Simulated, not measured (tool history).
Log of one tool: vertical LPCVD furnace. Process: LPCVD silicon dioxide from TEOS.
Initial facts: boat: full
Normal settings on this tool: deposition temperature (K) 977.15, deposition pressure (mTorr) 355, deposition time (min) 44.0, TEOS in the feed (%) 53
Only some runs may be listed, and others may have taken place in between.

run,hour,deposition temperature (K),deposition pressure (mTorr),deposition time (min),TEOS in the feed (%),"read-back reference wafer on the same gauge, thickness",film thickness on the monitor wafer in the middle of the boat (angstrom)
1,0.0,977.15,355,53.5,53,326.59,3922.9
2,55.9,977.15,355,53.5,53,327.43,3916.6
# hour 75.2: gauge calibrated
3,81.1,977.15,355,53.5,53,327.62,3896.6
4,121.8,977.15,355,44.0,53,326.96,3234.1
5,150.5,977.15,355,44.0,53,327.33,3251.9
6,180.5,977.15,355,44.0,53,327.57,3256.3
7,221.6,967.15,330,44.0,53,327.67,2493.2
8,247.8,977.15,440,44.0,45,327.28,3336.3
9,318.1,974.15,355,50.0,62,326.22,3733.6
# hour 382.4: TEOS flow controller replaced
10,382.9,977.15,355,34.0,48,327.71,2393.6
11,409.7,987.15,390,44.0,53,326.74,4289.3
12,455.8,971.15,295,44.0,53,327.76,2572.7
13,513.4,980.15,355,44.0,53,326.77,3473.3
14,573.7,977.15,305,44.0,53,326.43,3007.8
15,634.1,977.15,355,49.0,59,326.96,3802.2
16,680.2,977.15,355,52.5,63,327.51,4210.7
17,743.5,977.15,355,44.0,53,326.94,3246.1
18,769.2,977.15,355,44.0,53,327.29,3243.3
19,803.4,980.15,355,44.0,53,326.46,3471.7
20,873.9,984.15,270,61.0,44,326.84,4188.7
# hour 902.2: pressure gauge zeroed
21,911.7,977.15,355,44.0,53,327.15,3231.3
# hour 964.1: thermocouples replaced and temperature profile calibrated
22,964.6,982.15,385,56.0,53,326.65,4820.3
23,1011.8,977.15,270,44.0,53,326.26,2836.1
24,1198.1,977.15,355,44.0,53,327.36,3227.3
25,1229.8,977.15,355,44.0,53,326.46,3222.5
26,1270.4,977.15,355,44.0,53,326.32,3248.5
27,1294.8,977.15,400,44.0,53,327.04,3465.0
28,1362.2,977.15,355,44.0,61,326.33,3492.2
29,1410.4,986.15,385,29.5,53,327.25,2790.7
30,1455.7,977.15,315,52.5,43,326.54,3268.6

Consider 5 possible next runs. They are alternatives, not a sequence: every one starts from the tool as it was left by run 30. What does each give?
A,1460.2,985.15,355,44.0,53,?,?
B,1460.2,977.15,285,44.0,53,?,?
C,1460.2,977.15,355,31.0,57,?,?
D,1460.2,988.15,425,44.0,60,?,?
E,1460.2,977.15,420,38.5,50,?,?

run,"read-back reference wafer on the same gauge, thickness",film thickness on the monitor wafer in the middle of the boat (angstrom)
A,327.17,3894.9
B,327.17,2906.2
C,327.17,2369.9
D,327.17,4852.7
E,327.17,2998.3
With the hidden condition removed and each run's random variation left untouched, the same runs would have given:
run,film thickness on the monitor wafer in the middle of the boat (angstrom)
A,3894.9
B,2906.2
C,2369.9
D,4852.7
E,2998.3
